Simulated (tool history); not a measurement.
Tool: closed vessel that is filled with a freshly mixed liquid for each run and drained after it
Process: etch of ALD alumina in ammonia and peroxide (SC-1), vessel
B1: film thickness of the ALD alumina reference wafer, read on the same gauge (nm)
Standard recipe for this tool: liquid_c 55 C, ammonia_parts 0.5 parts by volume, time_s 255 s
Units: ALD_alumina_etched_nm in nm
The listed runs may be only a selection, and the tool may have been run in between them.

Run 1, hour 0: usual settings but liquid_c 49.5 C; B1 140. Result: ALD_alumina_etched_nm 12.39 nm.
Run 2, hour 9.6: usual settings but liquid_c 49.5 C; B1 139.99. Result: ALD_alumina_etched_nm 12.35 nm.
Run 3, hour 18.5: usual settings; B1 140.01. Result: ALD_alumina_etched_nm 16.78 nm.
Run 4, hour 30.5: usual settings; B1 139.99. Result: ALD_alumina_etched_nm 16.66 nm.
Run 5, hour 40.1: usual settings but liquid_c 62 C, ammonia_parts 0.45 parts by volume; B1 139.98. Result: ALD_alumina_etched_nm 24.04 nm.
Run 6, hour 46.9: usual settings but liquid_c 62 C, ammonia_parts 0.45 parts by volume; B1 139.99. Result: ALD_alumina_etched_nm 24.03 nm.
Run 7, hour 59.9: usual settings but liquid_c 62 C, ammonia_parts 0.45 parts by volume; B1 140. Result: ALD_alumina_etched_nm 23.81 nm.
Run 8, hour 75.6: usual settings but time_s 205 s; B1 139.99. Result: ALD_alumina_etched_nm 13.49 nm.
Run 9, hour 89.1: usual settings but time_s 205 s; B1 140.01. Result: ALD_alumina_etched_nm 13.45 nm.
Run 10, hour 95.2: usual settings; B1 139.97. Result: ALD_alumina_etched_nm 16.69 nm.
At hour 102.9: ammonia flow meter replaced.
Run 11, hour 111.4: usual settings; B1 140. Result: ALD_alumina_etched_nm 16.75 nm.
Run 12, hour 127.6: usual settings; B1 139.99. Result: ALD_alumina_etched_nm 16.64 nm.
Run 13, hour 135: usual settings but time_s 385 s; B1 140.01. Result: ALD_alumina_etched_nm 25.24 nm.
Run 14, hour 151.3: usual settings but liquid_c 51 C, ammonia_parts 0.4 parts by volume, time_s 130 s; B1 140.01. Result: ALD_alumina_etched_nm 6.62 nm.
Run 15, hour 162.3: usual settings; B1 139.99. Result: ALD_alumina_etched_nm 16.65 nm.
Run 16, hour 215.8: usual settings but liquid_c 49 C, ammonia_parts 0.65 parts by volume, time_s 370 s; B1 140.01. Result: ALD_alumina_etched_nm 17.57 nm.
Run 17, hour 222.3: usual settings; B1 140. Result: ALD_alumina_etched_nm 16.51 nm.
At hour 224.3: gauge calibrated.
Run 18, hour 230.2: usual settings but liquid_c 63.5 C, ammonia_parts 0.75 parts by volume, time_s 110 s; B1 139.99. Result: ALD_alumina_etched_nm 11.56 nm.
At hour 244.1: new drum of ammonia solution connected.
Run 19, hour 246.8: usual settings but liquid_c 62 C, ammonia_parts 0.45 parts by volume; B1 140. Result: ALD_alumina_etched_nm 23.58 nm.
At hour 251.8: thermometer replaced.
Run 20, hour 254.5: usual settings; B1 140. Result: ALD_alumina_etched_nm 18.65 nm.
Run 21, hour 268.2: usual settings but liquid_c 51.5 C, ammonia_parts 0.6 parts by volume, time_s 205 s; B1 140. Result: ALD_alumina_etched_nm 12.63 nm.
Run 22, hour 277.1: usual settings but liquid_c 49 C, ammonia_parts 0.25 parts by volume, time_s 170 s; B1 140. Result: ALD_alumina_etched_nm 8.39 nm.
Run 23, hour 289.3: usual settings but liquid_c 50.5 C, time_s 120 s; B1 139.99. Result: ALD_alumina_etched_nm 6.91 nm.
Run 24, hour 305.7: usual settings; B1 140. Result: ALD_alumina_etched_nm 18.82 nm.
Run 25, hour 320.8: usual settings but time_s 145 s; B1 139.99. Result: ALD_alumina_etched_nm 10.68 nm.

Alternative continuations, all from the tool just after run 25; predict every row:
Run A, hour 321.5: usual settings but ammonia_parts 0.25 parts by volume; B1 ?. Result: ALD_alumina_etched_nm ?.
Run B, hour 321.5: usual settings but liquid_c 48.5 C, time_s 330 s; B1 ?. Result: ALD_alumina_etched_nm ?.
Run C, hour 321.5: usual settings but liquid_c 48 C, ammonia_parts 0.7 parts by volume; B1 ?. Result: ALD_alumina_etched_nm ?.

run   B1  ALD_alumina_etched_nm
  A  140                  17.52
  B  140                  16.99
  C  140                  13.18
Had the tool no hidden state, the same runs would have come out as:
run  ALD_alumina_etched_nm
  A                  17.96
  B                  17.43
  C                  13.53
